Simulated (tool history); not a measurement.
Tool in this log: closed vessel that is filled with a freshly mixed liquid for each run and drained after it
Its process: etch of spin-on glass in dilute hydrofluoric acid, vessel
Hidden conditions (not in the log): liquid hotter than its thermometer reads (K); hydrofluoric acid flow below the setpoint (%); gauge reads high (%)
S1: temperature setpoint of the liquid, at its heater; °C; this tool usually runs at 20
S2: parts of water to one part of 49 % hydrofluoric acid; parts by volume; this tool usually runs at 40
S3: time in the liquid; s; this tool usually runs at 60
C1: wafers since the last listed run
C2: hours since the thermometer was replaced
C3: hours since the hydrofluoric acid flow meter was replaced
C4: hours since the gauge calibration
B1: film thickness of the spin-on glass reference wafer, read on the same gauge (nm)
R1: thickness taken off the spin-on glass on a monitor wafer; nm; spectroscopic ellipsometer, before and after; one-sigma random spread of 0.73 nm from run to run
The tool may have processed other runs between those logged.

run 1 hour=0 | S1=20 S2=40 S3=50 | C1=0 C2=1555 C3=265 C4=487.2 | B1=140.01 | R1=85.72
-- hour=15.1 gauge calibrated
run 2 hour=46.7 | S1=18 S2=40 S3=60 | C1=4859 C2=1601.7 C3=311.7 C4=31.6 | B1=140 | R1=93.46
run 3 hour=96.5 | S1=18 S2=40 S3=60 | C1=5181 C2=1651.5 C3=361.5 C4=81.4 | B1=140.02 | R1=93.49
run 4 hour=149.3 | S1=18 S2=40 S3=60 | C1=5494 C2=1704.3 C3=414.3 C4=134.2 | B1=140.01 | R1=93.46
run 5 hour=209.2 | S1=20 S2=40 S3=70 | C1=6232 C2=1764.2 C3=474.2 C4=194.1 | B1=140 | R1=119.12
run 6 hour=259.7 | S1=20 S2=40 S3=70 | C1=5254 C2=1814.7 C3=524.7 C4=244.6 | B1=139.99 | R1=118.51
run 7 hour=307.4 | S1=20 S2=40 S3=70 | C1=4963 C2=1862.4 C3=572.4 C4=292.3 | B1=140 | R1=118.17
run 8 hour=359.7 | S1=20 S2=40 S3=60 | C1=5442 C2=1914.7 C3=624.7 C4=344.6 | B1=140.02 | R1=102.55
run 9 hour=402.6 | S1=17 S2=40 S3=50 | C1=4463 C2=1957.6 C3=667.6 C4=387.5 | B1=139.98 | R1=75.29
run 10 hour=438.2 | S1=23 S2=40 S3=60 | C1=3704 C2=1993.2 C3=703.2 C4=423.1 | B1=140 | R1=114.18
run 11 hour=473.8 | S1=20 S2=40 S3=90 | C1=3704 C2=2028.8 C3=738.8 C4=458.7 | B1=140 | R1=152.54
-- hour=475.5 thermometer replaced
-- hour=492.7 gauge calibrated
run 12 hour=507.7 | S1=20 S2=40 S3=60 | C1=3423 C2=32.2 C3=772.7 C4=15 | B1=140.01 | R1=92.92
-- hour=539 hydrofluoric acid flow meter replaced
run 13 hour=554.5 | S1=22 S2=40 S3=90 | C1=4765 C2=79 C3=15.5 C4=61.8 | B1=140 | R1=157.47
run 14 hour=587.6 | S1=18 S2=40 S3=85 | C1=3444 C2=112.1 C3=48.6 C4=94.9 | B1=140.01 | R1=127.02

Run 15, settings as shown, results not yet in. Your forecast:
run 15 hour=642.8 | S1=22.5 S2=55 S3=50 | C1=5743 C2=167.3 C3=103.8 C4=150.1 | B1=? | R1=?

B1: 140.01
R1: 63.99 nm
Had the tool carried no hidden state, the very same run would have given R1 63.16 nm.
